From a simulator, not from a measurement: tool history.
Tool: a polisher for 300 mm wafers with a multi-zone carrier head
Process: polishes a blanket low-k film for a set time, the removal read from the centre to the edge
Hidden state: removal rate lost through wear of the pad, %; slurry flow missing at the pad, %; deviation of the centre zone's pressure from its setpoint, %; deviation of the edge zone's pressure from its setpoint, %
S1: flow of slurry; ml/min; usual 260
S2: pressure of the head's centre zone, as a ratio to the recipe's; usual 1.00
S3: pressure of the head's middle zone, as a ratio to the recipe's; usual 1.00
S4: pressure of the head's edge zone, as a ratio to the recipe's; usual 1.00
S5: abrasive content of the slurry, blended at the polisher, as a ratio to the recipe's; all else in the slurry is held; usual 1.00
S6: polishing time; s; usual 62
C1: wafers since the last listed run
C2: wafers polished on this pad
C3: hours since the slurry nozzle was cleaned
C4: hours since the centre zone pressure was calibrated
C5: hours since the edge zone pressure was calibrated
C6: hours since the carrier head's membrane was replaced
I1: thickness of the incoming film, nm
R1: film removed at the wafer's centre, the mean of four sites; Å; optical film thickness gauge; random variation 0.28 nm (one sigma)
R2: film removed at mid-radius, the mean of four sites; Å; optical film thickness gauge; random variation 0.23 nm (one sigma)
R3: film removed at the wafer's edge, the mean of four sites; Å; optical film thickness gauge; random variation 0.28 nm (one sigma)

run 1 day=0.000 | S1=260 S2=1.00 S3=1.04 S4=1.00 S5=1.00 S6=68 | C1=0 C2=2135 C3=583.3 C4=0.5 C5=217.3 C6=1348.0 | I1=647.9 | R1=202 R2=209 R3=203
run 2 day=1.204 | S1=260 S2=1.00 S3=1.04 S4=1.00 S5=1.00 S6=68 | C1=293 C2=2429 C3=612.2 C4=29.4 C5=246.2 C6=1376.9 | I1=650.4 | R1=199 R2=210 R3=203
run 3 day=3.008 | S1=260 S2=1.00 S3=1.00 S4=1.00 S5=1.00 S6=62 | C1=440 C2=2870 C3=655.5 C4=72.7 C5=289.5 C6=1420.2 | I1=655.3 | R1=182 R2=180 R3=185
-- day=3.908 worn pad replaced by a new one
run 4 day=5.317 | S1=260 S2=1.00 S3=1.00 S4=1.00 S5=1.00 S6=62 | C1=522 C2=343 C3=710.9 C4=128.1 C5=344.9 C6=1475.6 | I1=644.3 | R1=177 R2=182 R3=184
-- day=5.671 slurry nozzle cleaned
run 5 day=9.129 | S1=345 S2=1.00 S3=1.05 S4=1.00 S5=0.85 S6=53 | C1=920 C2=1264 C3=83.0 C4=219.6 C5=436.4 C6=1567.1 | I1=658.5 | R1=156 R2=163 R3=155
run 6 day=10.679 | S1=260 S2=1.00 S3=0.95 S4=1.00 S5=1.00 S6=72 | C1=378 C2=1642 C3=120.2 C4=256.8 C5=473.6 C6=1604.3 | I1=646.6 | R1=234 R2=223 R3=225
run 7 day=11.842 | S1=260 S2=1.00 S3=1.00 S4=1.00 S5=1.00 S6=62 | C1=283 C2=1926 C3=148.1 C4=284.7 C5=501.5 C6=1632.2 | I1=649.9 | R1=192 R2=197 R3=191
-- day=13.858 carrier head's membrane replaced by a new one
run 8 day=14.800 | S1=260 S2=1.00 S3=1.00 S4=1.00 S5=1.00 S6=62 | C1=671 C2=2598 C3=219.1 C4=355.7 C5=572.5 C6=22.6 | I1=643.1 | R1=198 R2=197 R3=193
-- day=15.558 worn pad replaced by a new one
run 9 day=16.862 | S1=260 S2=1.00 S3=1.00 S4=1.00 S5=1.00 S6=62 | C1=462 C2=318 C3=268.6 C4=405.2 C5=622.0 C6=72.1 | I1=645.6 | R1=200 R2=195 R3=194
run 10 day=19.479 | S1=260 S2=0.91 S3=1.00 S4=1.00 S5=1.00 S6=62 | C1=638 C2=957 C3=331.4 C4=468.0 C5=684.8 C6=134.9 | I1=654.5 | R1=187 R2=198 R3=196
run 11 day=22.212 | S1=190 S2=1.00 S3=1.00 S4=1.00 S5=1.00 S6=62 | C1=667 C2=1624 C3=397.0 C4=533.6 C5=750.4 C6=200.5 | I1=656.9 | R1=188 R2=187 R3=188
run 12 day=24.083 | S1=260 S2=1.00 S3=1.00 S4=1.00 S5=1.00 S6=62 | C1=456 C2=2081 C3=441.9 C4=578.5 C5=795.3 C6=245.4 | I1=655.4 | R1=197 R2=195 R3=190
-- day=26.708 edge zone pressure recalibrated
run 13 day=28.096 | S1=260 S2=1.00 S3=1.00 S4=1.00 S5=1.00 S6=76 | C1=959 C2=3040 C3=538.2 C4=674.8 C5=33.3 C6=341.7 | I1=653.6 | R1=245 R2=234 R3=237
run 14 day=30.258 | S1=230 S2=0.94 S3=0.92 S4=1.04 S5=1.00 S6=62 | C1=527 C2=3568 C3=590.1 C4=726.7 C5=85.2 C6=393.6 | I1=648.7 | R1=184 R2=177 R3=189
-- day=30.504 worn pad replaced by a new one
run 15 day=32.083 | S1=260 S2=1.00 S3=1.00 S4=1.00 S5=0.70 S6=47 | C1=404 C2=385 C3=633.9 C4=770.5 C5=129.0 C6=437.4 | I1=657.2 | R1=116 R2=112 R3=110

Forecast run 16:
run 16 day=33.883 | S1=260 S2=1.00 S3=1.00 S4=1.00 S5=0.75 S6=62 | C1=439 C2=824 C3=677.1 C4=813.7 C5=172.2 C6=480.6 | I1=663.7 | R1=? R2=? R3=?

R1: 164 Å
R2: 153 Å
R3: 152 Å
Without the tool's hidden state the same run would have given R1 169 Å, R2 165 Å, R3 160 Å.
